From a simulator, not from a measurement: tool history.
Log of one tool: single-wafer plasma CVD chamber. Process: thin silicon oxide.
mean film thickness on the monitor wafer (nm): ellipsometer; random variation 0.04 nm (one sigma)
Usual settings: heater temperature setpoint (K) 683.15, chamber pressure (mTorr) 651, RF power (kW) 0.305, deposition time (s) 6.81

run	day	heater temperature setpoint (K)	chamber pressure (mTorr)	RF power (kW)	deposition time (s)	read-back reference wafer on the same gauge, thickness_nm	mean film thickness on the monitor wafer (nm)
1	0.000	683.15	651	0.305	6.81	11.390	10.861
2	1.442	683.15	651	0.305	6.81	11.406	10.847
# day 1.950: thermocouple changed; heater temperature recalibrated
3	2.488	683.15	684	0.305	6.81	11.380	11.231
4	3.667	683.15	651	0.305	6.81	11.388	10.838
5	6.317	683.15	651	0.305	6.81	11.388	10.840
# day 6.883: showerhead replaced
6	7.642	683.15	651	0.305	6.81	11.388	10.701
7	8.875	683.15	651	0.305	6.81	11.403	10.784
8	11.658	683.15	651	0.305	6.81	11.409	10.815
9	13.992	693.15	651	0.305	6.81	11.406	10.767
# day 15.025: gauge calibrated
10	15.238	683.15	651	0.305	6.81	11.406	10.831
11	18.133	683.15	651	0.305	6.81	11.399	10.752
12	19.579	683.15	651	0.250	7.92	11.394	11.770
13	20.688	671.15	809	0.280	7.89	11.392	14.577
14	22.496	683.15	607	0.305	6.81	11.383	10.208
# day 24.762: capacitance manometer re-zeroed and calibrated
15	24.783	670.15	651	0.345	6.81	11.392	11.257
# day 25.954: RF generator calibrated
16	25.975	674.15	542	0.335	6.27	11.386	8.893
17	26.879	683.15	651	0.280	7.37	11.404	11.360
18	29.496	683.15	588	0.305	7.74	11.404	11.323
19	31.888	668.15	522	0.305	6.81	11.392	9.074
20	33.338	683.15	651	0.335	6.81	11.398	11.148
21	35.758	683.15	651	0.305	6.81	11.400	10.787
22	37.750	683.15	761	0.305	7.59	11.387	13.658
23	40.504	683.15	541	0.355	6.81	11.395	9.814
24	41.633	692.15	553	0.305	6.81	11.401	9.370
25	44.446	683.15	651	0.305	7.62	11.401	12.088
26	46.829	683.15	651	0.305	6.81	11.403	10.769
27	49.700	683.15	651	0.305	6.81	11.410	10.753
28	52.175	683.15	761	0.305	7.59	11.399	13.702
29	53.746	683.15	651	0.305	6.81	11.411	10.757

What the log doesn't show, run by run:
wafer temperature above the value expected at the setpoint (K): 0 in every run
delivered RF power above the setpoint (%): 0 in every run
true pressure above the setpoint (%): 0 in every run
gauge reads high (%): 0 in every run
